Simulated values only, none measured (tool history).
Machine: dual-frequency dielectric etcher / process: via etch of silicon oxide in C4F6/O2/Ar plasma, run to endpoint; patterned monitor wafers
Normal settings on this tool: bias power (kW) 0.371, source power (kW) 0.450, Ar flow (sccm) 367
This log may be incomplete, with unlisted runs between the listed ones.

run	hour	bias power (kW)	source power (kW)	Ar flow (sccm)	wafers since the last listed run	hours since the last wet clean	hours since the last bias power generator calibration	hours since the last source power generator calibration	hours since the last Ar flow controller change	hours since the last upper electrode change	incoming incoming film thickness, nm	endpoint time (s)
1	0.0	0.371	0.450	310	0	254.8	4021.5	4458.5	3339.5	2995.6	119.4	31.1
2	41.7	0.371	0.450	310	676	296.5	4063.2	4500.2	3381.2	3037.3	119.1	31.5
3	104.5	0.371	0.450	304	1018	359.3	4126.0	4563.0	3444.0	3100.1	119.8	31.5
# hour 148.0: wet clean of the chamber
4	163.5	0.371	0.400	367	567	15.5	4185.0	4622.0	3503.0	3159.1	119.6	33.9
5	201.5	0.371	0.400	367	616	53.5	4223.0	4660.0	3541.0	3197.1	120.8	34.3
6	266.3	0.371	0.400	367	1051	118.3	4287.8	4724.8	3605.8	3261.9	118.8	33.9
7	307.2	0.371	0.390	367	663	159.2	4328.7	4765.7	3646.7	3302.8	118.0	34.3
8	347.7	0.371	0.390	367	656	199.7	4369.2	4806.2	3687.2	3343.3	118.9	34.3
9	382.8	0.371	0.390	367	569	234.8	4404.3	4841.3	3722.3	3378.4	118.3	34.1
10	449.0	0.371	0.450	367	1073	301.0	4470.5	4907.5	3788.5	3444.6	119.3	32.3
11	499.7	0.371	0.450	367	822	351.7	4521.2	4958.2	3839.2	3495.3	120.6	33.0
# hour 562.3: wet clean of the chamber
12	562.8	0.371	0.520	390	634	0.5	4584.3	5021.3	3902.3	3558.4	120.0	30.2
13	603.3	0.457	0.450	311	656	41.0	4624.8	5061.8	3942.8	3598.9	120.2	28.7
# hour 630.8: upper electrode replaced
14	652.6	0.371	0.500	367	410	90.3	4674.1	5111.1	3992.1	21.8	119.4	30.8
# hour 698.9: bias power generator calibrated
15	708.0	0.371	0.450	367	833	145.7	9.1	5166.5	4047.5	77.2	119.6	32.1
# hour 773.3: source power generator calibrated
16	824.2	0.371	0.450	367	1820	261.9	125.3	50.9	4163.7	193.4	120.6	32.8
17	864.9	0.371	0.450	320	660	302.6	166.0	91.6	4204.4	234.1	121.0	31.9
# hour 895.0: Ar flow controller replaced
18	899.5	0.398	0.350	367	463	337.2	200.6	126.2	4.5	268.7	119.4	35.5
19	967.2	0.371	0.400	413	1098	404.9	268.3	193.9	72.2	336.4	120.8	35.4
# hour 1053.7: wet clean of the chamber
20	1054.2	0.443	0.350	429	1021	0.5	355.3	280.9	159.2	423.4	118.7	34.5
21	1114.2	0.371	0.390	318	973	60.5	415.3	340.9	219.2	483.4	119.3	33.2
22	1185.5	0.371	0.450	367	1156	131.8	486.6	412.2	290.5	554.7	119.8	32.0

Measured less the same run without the tool's hidden state. The same run-to-run variation is in both; the gauge's scatter may not be:
The tool's hidden condition here consists of: etch rate over this chamber's usual, %; bias power that arrives over what is set, %; source power that arrives over what is set, %; Ar flow that arrives over what is set, %.
run	endpoint time (s)
1	+0.5
2	+0.6
3	+0.7
4	+0.0
5	+0.0
6	+0.2
7	+0.3
8	+0.4
9	+0.4
10	+0.6
11	+0.7
12	-0.1
13	+0.0
14	+0.1
15	+0.2
16	+0.4
17	+0.5
18	+0.6
19	+0.8
20	+0.2
21	+0.3
22	+0.4

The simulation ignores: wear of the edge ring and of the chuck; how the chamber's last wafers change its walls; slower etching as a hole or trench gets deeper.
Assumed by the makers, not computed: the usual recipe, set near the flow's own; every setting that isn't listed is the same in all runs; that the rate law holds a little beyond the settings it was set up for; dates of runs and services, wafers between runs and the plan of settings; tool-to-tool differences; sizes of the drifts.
